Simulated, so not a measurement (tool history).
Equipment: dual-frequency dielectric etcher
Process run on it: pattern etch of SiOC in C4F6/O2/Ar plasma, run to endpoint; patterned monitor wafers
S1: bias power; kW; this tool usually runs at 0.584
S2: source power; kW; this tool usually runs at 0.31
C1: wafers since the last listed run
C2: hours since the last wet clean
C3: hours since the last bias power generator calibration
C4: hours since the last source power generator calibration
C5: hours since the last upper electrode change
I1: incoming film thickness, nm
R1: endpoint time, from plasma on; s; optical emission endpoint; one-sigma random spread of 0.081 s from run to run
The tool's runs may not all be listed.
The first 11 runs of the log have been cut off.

run    hour     S1    S2    C1     C2      C3      C4      C5     I1    R1
 12   971.3  0.584  0.24   790   42.1   265.4   888.9   205.2  36.92  14.4
 13  1029.3  0.584  0.31  1102  100.1   323.4   946.9   263.2   37.1  13.5
 14    1089  0.584  0.31  1134  159.8   383.1  1006.6   322.9  37.53  13.7
 15  1153.8  0.584  0.31  1231  224.6   447.9  1071.4   387.7  36.95  13.6
 16  1204.2  0.584  0.31   957    275   498.3  1121.8   438.1     37  13.5
 17  1243.7  0.584  0.31   750  314.5   537.8  1161.3   477.6  37.19  13.5
 18  1316.3  0.584  0.31  1379  387.1   610.4  1233.9   550.2  36.79  13.4
 19  1363.2  0.521  0.28   891    434   657.3  1280.8   597.1  37.36  14.7
 20  1454.3  0.584  0.31  1731  525.1   748.4  1371.9   688.2   36.9  13.4
 21  1505.3  0.584  0.31   969  576.1   799.4  1422.9   739.2  36.92  13.4
 22  1564.2  0.535  0.34  1119    635   858.3  1481.8   798.1  37.06  13.7
 23  1613.5  0.694  0.35   937  684.3   907.6  1531.1   847.4   37.3  12.2
     1680.6  -- wet clean of the chamber
 24  1681.1  0.584  0.25   828    0.5   975.2  1598.7     915     37  14.6
 25  1756.6  0.584  0.31  1435     76  1050.7  1674.2   990.5  37.59  13.8
 26  1800.7  0.643  0.28   838  120.1  1094.8  1718.3  1034.6  36.88  13.3
 27  1900.7  0.456  0.34  1900  220.1  1194.8  1818.3  1134.6  36.63  14.5
       1972  -- source power generator calibrated
 28  1998.1  0.621  0.24  1775  317.5  1292.2    26.1    1232  37.36  14.4
 29    2048  0.502  0.37   948  367.4  1342.1      76  1281.9  36.83  13.6
 30    2145  0.584  0.26  1843  464.4  1439.1     173  1378.9   37.1  14.3
 31  2217.6  0.452  0.37  1379    537  1511.7   245.6  1451.5  37.11  14.3
 32    2255  0.584  0.31   710  574.4  1549.1     283  1488.9   36.9  13.6
 33  2348.8  0.663  0.31  1782  668.2  1642.9   376.8  1582.7  36.73  12.8
     2429.7  -- wet clean of the chamber
 34  2452.9  0.715  0.36  1522   23.2    1747   480.9  1686.8  37.09    12
 35  2515.3  0.709  0.36  1186   85.6  1809.4   543.3  1749.2  37.08  12.1

4 ways to go on from here, each from the tool as it stands after run 35. What would each give?
  A  2515.7  0.534  0.31   7  86  1809.8  543.7  1749.6  37.12   ?
  B  2515.7   0.68  0.31   7  86  1809.8  543.7  1749.6  37.12   ?
  C  2515.7  0.453  0.31   7  86  1809.8  543.7  1749.6  37.12   ?
  D  2515.7  0.463  0.25   7  86  1809.8  543.7  1749.6  37.12   ?

run    R1
  A  14.1
  B  12.8
  C  15.1
  D  15.9
What these runs would have given with no unlogged condition in the tool:
run    R1
  A  13.9
  B  12.6
  C  14.9
  D  15.7
